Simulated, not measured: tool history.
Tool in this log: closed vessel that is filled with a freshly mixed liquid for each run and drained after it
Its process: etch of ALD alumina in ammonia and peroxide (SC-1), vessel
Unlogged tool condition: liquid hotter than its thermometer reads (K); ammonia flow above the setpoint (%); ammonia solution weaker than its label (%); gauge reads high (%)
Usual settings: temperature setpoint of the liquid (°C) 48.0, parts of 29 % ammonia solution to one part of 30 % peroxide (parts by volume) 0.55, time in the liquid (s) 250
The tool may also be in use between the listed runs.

run	day	temperature setpoint of the liquid (°C)	parts of 29 % ammonia solution to one part of 30 % peroxide (parts by volume)	time in the liquid (s)	wafers since the last listed run	hours since the thermometer was replaced	hours since the ammonia flow meter was replaced	hours since the drum of ammonia solution was connected	hours since the gauge calibration	read-back film thickness of the ALD alumina reference wafer, read on the same gauge (nm)	thickness taken off the ALD alumina on a monitor wafer (angstrom)
1	0.000	48.0	0.35	250	0	1202.6	1734.7	379.8	622.3	79.99	121.0
2	0.921	48.0	0.55	250	1646	1224.7	1756.8	401.9	644.4	79.99	126.8
3	1.862	48.0	0.55	250	1684	1247.3	1779.4	424.5	667.0	79.98	126.7
4	3.112	48.0	0.80	300	2235	1277.3	1809.4	454.5	697.0	79.98	157.2
5	3.621	48.0	0.80	300	909	1289.5	1821.6	466.7	709.2	80.00	157.7
6	5.104	48.0	0.80	300	2652	1325.1	1857.2	502.3	744.8	80.02	158.2
7	5.746	48.0	0.40	355	1147	1340.5	1872.6	517.7	760.2	79.99	175.0
8	7.154	48.0	0.40	355	2518	1374.3	1906.4	551.5	794.0	80.02	175.5
9	7.725	48.0	0.55	145	1020	1388.0	1920.1	565.2	807.7	79.99	74.0
# day 8.629: new drum of ammonia solution connected
10	9.150	48.0	0.55	145	2474	1422.2	1954.3	12.5	841.9	80.02	74.5
# day 9.483: gauge calibrated
11	9.833	48.0	0.55	145	1222	1438.6	1970.7	28.9	8.4	79.99	74.4
12	10.829	48.0	0.55	250	1780	1462.5	1994.6	52.8	32.3	80.01	128.8
13	11.788	48.0	0.55	250	1713	1485.5	2017.6	75.8	55.3	80.02	128.7
14	13.038	48.0	0.55	250	2235	1515.5	2047.6	105.8	85.3	80.00	128.9
15	13.629	44.0	0.30	305	1058	1529.7	2061.8	120.0	99.5	80.02	118.6
16	14.367	56.0	0.55	330	1318	1547.4	2079.5	137.7	117.2	79.96	261.9
17	15.317	40.0	0.75	375	1699	1570.2	2102.3	160.5	140.0	80.00	126.4
18	16.054	40.0	0.80	115	1318	1587.9	2120.0	178.2	157.7	79.99	39.1
# day 16.300: thermometer replaced
19	16.892	48.0	0.55	250	1423	14.2	2140.1	198.3	177.8	79.99	121.1
# day 17.454: ammonia flow meter replaced
20	17.517	52.5	0.80	315	1043	29.2	1.5	213.3	192.8	80.03	202.5
21	18.683	44.5	0.65	375	2086	57.2	29.5	241.3	220.8	79.99	152.2
22	19.950	52.5	0.55	250	2265	87.6	59.9	271.7	251.2	80.02	155.2
23	21.238	40.0	0.80	115	2302	118.5	90.8	302.6	282.1	79.99	36.7
24	22.308	55.5	0.30	125	1915	144.2	116.5	328.3	307.8	80.00	86.4
25	23.158	54.5	0.55	185	1520	164.6	136.9	348.7	328.2	79.99	128.3
26	24.154	48.0	0.85	135	1780	188.5	160.8	372.6	352.1	79.97	68.6
27	24.983	57.0	0.75	300	1482	208.4	180.7	392.5	372.0	80.01	243.9
28	26.388	44.5	0.55	250	2511	242.1	214.4	426.2	405.7	79.97	100.0
29	27.083	40.0	0.35	350	1244	258.8	231.1	442.9	422.4	80.01	103.1
30	28.308	48.0	0.55	250	2190	288.2	260.5	472.3	451.8	80.00	121.8

Below are 3 alternative next runs, each starting from the tool's condition after run 30. Predict each:
A	28.338	48.0	0.65	250	52	288.9	261.2	473.0	452.5	?	?
B	28.338	54.5	0.80	185	52	288.9	261.2	473.0	452.5	?	?
C	28.338	57.0	0.30	250	52	288.9	261.2	473.0	452.5	?	?

run	read-back film thickness of the ALD alumina reference wafer, read on the same gauge (nm)	thickness taken off the ALD alumina on a monitor wafer (angstrom)
A	79.99	123.8
B	79.99	133.1
C	79.99	187.0
What these runs would have given with no unlogged condition in the tool:
run	thickness taken off the ALD alumina on a monitor wafer (angstrom)
A	123.5
B	132.9
C	186.7
